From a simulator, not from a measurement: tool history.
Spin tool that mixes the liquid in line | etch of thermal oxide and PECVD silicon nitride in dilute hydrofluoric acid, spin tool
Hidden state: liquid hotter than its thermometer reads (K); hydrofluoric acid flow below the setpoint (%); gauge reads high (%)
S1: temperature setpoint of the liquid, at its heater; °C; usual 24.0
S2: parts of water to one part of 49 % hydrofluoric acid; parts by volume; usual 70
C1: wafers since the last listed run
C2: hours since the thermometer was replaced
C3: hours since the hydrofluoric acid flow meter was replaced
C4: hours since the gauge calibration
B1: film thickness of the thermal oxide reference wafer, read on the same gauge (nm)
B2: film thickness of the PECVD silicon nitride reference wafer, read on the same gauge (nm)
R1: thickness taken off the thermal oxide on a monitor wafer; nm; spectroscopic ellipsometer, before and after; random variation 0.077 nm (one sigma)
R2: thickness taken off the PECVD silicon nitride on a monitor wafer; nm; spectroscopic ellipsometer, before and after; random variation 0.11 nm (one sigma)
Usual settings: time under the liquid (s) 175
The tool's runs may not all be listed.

{"run": 1, "day": 0.0, "S1": 24.0, "S2": 70, "time under the liquid (s)": 200, "C1": 0, "C2": 1005.8, "C3": 938.9, "C4": 260.3, "B1": 110.0, "B2": 39.97, "R1": 11.34, "R2": 11.31}
{"run": 2, "day": 1.475, "S1": 24.0, "S2": 70, "time under the liquid (s)": 200, "C1": 175, "C2": 1041.2, "C3": 974.3, "C4": 295.7, "B1": 109.99, "B2": 39.93, "R1": 11.19, "R2": 10.98}
{"day": 2.358, "done": "gauge calibrated"}
{"run": 3, "day": 2.55, "S1": 27.0, "S2": 70, "time under the liquid (s)": 200, "C1": 127, "C2": 1067.0, "C3": 1000.1, "C4": 4.6, "B1": 110.03, "B2": 40.03, "R1": 12.67, "R2": 13.43}
{"run": 4, "day": 3.292, "S1": 27.0, "S2": 70, "time under the liquid (s)": 200, "C1": 88, "C2": 1084.8, "C3": 1017.9, "C4": 22.4, "B1": 109.99, "B2": 39.98, "R1": 12.64, "R2": 13.56}
{"run": 5, "day": 6.917, "S1": 25.0, "S2": 70, "time under the liquid (s)": 175, "C1": 430, "C2": 1171.8, "C3": 1104.9, "C4": 109.4, "B1": 110.01, "B2": 40.02, "R1": 10.3, "R2": 10.27}
{"run": 6, "day": 8.312, "S1": 25.0, "S2": 70, "time under the liquid (s)": 175, "C1": 165, "C2": 1205.3, "C3": 1138.4, "C4": 142.9, "B1": 109.99, "B2": 39.95, "R1": 10.11, "R2": 10.2}
{"run": 7, "day": 9.629, "S1": 24.0, "S2": 90, "time under the liquid (s)": 175, "C1": 156, "C2": 1236.9, "C3": 1170.0, "C4": 174.5, "B1": 109.99, "B2": 40.01, "R1": 7.19, "R2": 7.38}
{"run": 8, "day": 10.421, "S1": 24.0, "S2": 90, "time under the liquid (s)": 175, "C1": 94, "C2": 1255.9, "C3": 1189.0, "C4": 193.5, "B1": 109.99, "B2": 40.0, "R1": 7.31, "R2": 7.44}
{"run": 9, "day": 11.092, "S1": 24.0, "S2": 90, "time under the liquid (s)": 175, "C1": 79, "C2": 1272.0, "C3": 1205.1, "C4": 209.6, "B1": 110.02, "B2": 39.98, "R1": 7.28, "R2": 7.53}
{"run": 10, "day": 11.621, "S1": 24.0, "S2": 70, "time under the liquid (s)": 175, "C1": 62, "C2": 1284.7, "C3": 1217.8, "C4": 222.3, "B1": 110.0, "B2": 39.99, "R1": 9.67, "R2": 9.36}
{"run": 11, "day": 12.371, "S1": 24.0, "S2": 70, "time under the liquid (s)": 175, "C1": 89, "C2": 1302.7, "C3": 1235.8, "C4": 240.3, "B1": 109.98, "B2": 39.97, "R1": 9.54, "R2": 9.65}
{"day": 12.55, "done": "hydrofluoric acid flow meter replaced"}
{"run": 12, "day": 13.146, "S1": 24.0, "S2": 70, "time under the liquid (s)": 175, "C1": 87, "C2": 1321.3, "C3": 14.3, "C4": 258.9, "B1": 110.01, "B2": 39.96, "R1": 10.75, "R2": 10.47}
{"run": 13, "day": 13.688, "S1": 28.0, "S2": 70, "time under the liquid (s)": 175, "C1": 64, "C2": 1334.3, "C3": 27.3, "C4": 271.9, "B1": 110.01, "B2": 40.01, "R1": 12.46, "R2": 13.65}
{"run": 14, "day": 14.567, "S1": 24.0, "S2": 70, "time under the liquid (s)": 175, "C1": 104, "C2": 1355.4, "C3": 48.4, "C4": 293.0, "B1": 110.0, "B2": 40.0, "R1": 10.54, "R2": 10.3}
{"run": 15, "day": 15.938, "S1": 24.0, "S2": 70, "time under the liquid (s)": 255, "C1": 162, "C2": 1388.3, "C3": 81.3, "C4": 325.9, "B1": 110.0, "B2": 40.05, "R1": 15.32, "R2": 15.27}
{"run": 16, "day": 16.675, "S1": 24.0, "S2": 100, "time under the liquid (s)": 115, "C1": 87, "C2": 1406.0, "C3": 99.0, "C4": 343.6, "B1": 109.99, "B2": 40.01, "R1": 4.65, "R2": 4.83}
{"day": 17.754, "done": "gauge calibrated"}
{"day": 17.938, "done": "thermometer replaced"}
{"run": 17, "day": 17.992, "S1": 19.5, "S2": 55, "time under the liquid (s)": 255, "C1": 151, "C2": 1.3, "C3": 130.6, "C4": 5.7, "B1": 109.99, "B2": 40.01, "R1": 16.64, "R2": 14.02}
{"run": 18, "day": 18.712, "S1": 28.5, "S2": 90, "time under the liquid (s)": 205, "C1": 85, "C2": 18.6, "C3": 147.9, "C4": 23.0, "B1": 110.02, "B2": 40.0, "R1": 11.15, "R2": 12.65}
{"run": 19, "day": 19.858, "S1": 24.0, "S2": 70, "time under the liquid (s)": 175, "C1": 136, "C2": 46.1, "C3": 175.4, "C4": 50.5, "B1": 110.02, "B2": 39.96, "R1": 10.55, "R2": 10.28}
{"run": 20, "day": 21.633, "S1": 20.5, "S2": 35, "time under the liquid (s)": 250, "C1": 210, "C2": 88.7, "C3": 218.0, "C4": 93.1, "B1": 110.0, "B2": 40.02, "R1": 27.31, "R2": 22.81}
{"run": 21, "day": 23.112, "S1": 24.0, "S2": 70, "time under the liquid (s)": 175, "C1": 175, "C2": 124.2, "C3": 253.5, "C4": 128.6, "B1": 110.01, "B2": 39.98, "R1": 10.48, "R2": 10.27}
{"run": 22, "day": 24.554, "S1": 27.0, "S2": 70, "time under the liquid (s)": 175, "C1": 171, "C2": 158.8, "C3": 288.1, "C4": 163.2, "B1": 110.02, "B2": 40.0, "R1": 11.62, "R2": 12.49}
{"run": 23, "day": 25.767, "S1": 22.5, "S2": 100, "time under the liquid (s)": 275, "C1": 143, "C2": 187.9, "C3": 317.2, "C4": 192.3, "B1": 109.99, "B2": 40.0, "R1": 10.31, "R2": 10.16}
{"run": 24, "day": 27.0, "S1": 20.5, "S2": 85, "time under the liquid (s)": 85, "C1": 146, "C2": 217.5, "C3": 346.8, "C4": 221.9, "B1": 110.01, "B2": 39.95, "R1": 3.5, "R2": 3.21}

Measured less the same run without the tool's hidden state. The same run-to-run variation is in both; the gauge's scatter may not be:
run=1 R1=-1.08 R2=-0.97
run=2 R1=-1.10 R2=-0.97
run=3 R1=-1.28 R2=-1.23
run=4 R1=-1.30 R2=-1.25
run=5 R1=-1.14 R2=-1.02
run=6 R1=-1.15 R2=-1.04
run=7 R1=-0.85 R2=-0.77
run=8 R1=-0.88 R2=-0.79
run=9 R1=-0.89 R2=-0.81
run=10 R1=-1.16 R2=-1.01
run=11 R1=-1.17 R2=-1.06
run=12 R1=-0.19 R2=-0.17
run=13 R1=-0.24 R2=-0.24
run=14 R1=-0.22 R2=-0.20
run=15 R1=-0.36 R2=-0.32
run=16 R1=-0.12 R2=-0.10
run=17 R1=-0.45 R2=-0.34
run=18 R1=-0.33 R2=-0.33
run=19 R1=-0.32 R2=-0.28
run=20 R1=-0.89 R2=-0.69
run=21 R1=-0.39 R2=-0.34
run=22 R1=-0.46 R2=-0.45
run=23 R1=-0.44 R2=-0.39
run=24 R1=-0.15 R2=-0.13

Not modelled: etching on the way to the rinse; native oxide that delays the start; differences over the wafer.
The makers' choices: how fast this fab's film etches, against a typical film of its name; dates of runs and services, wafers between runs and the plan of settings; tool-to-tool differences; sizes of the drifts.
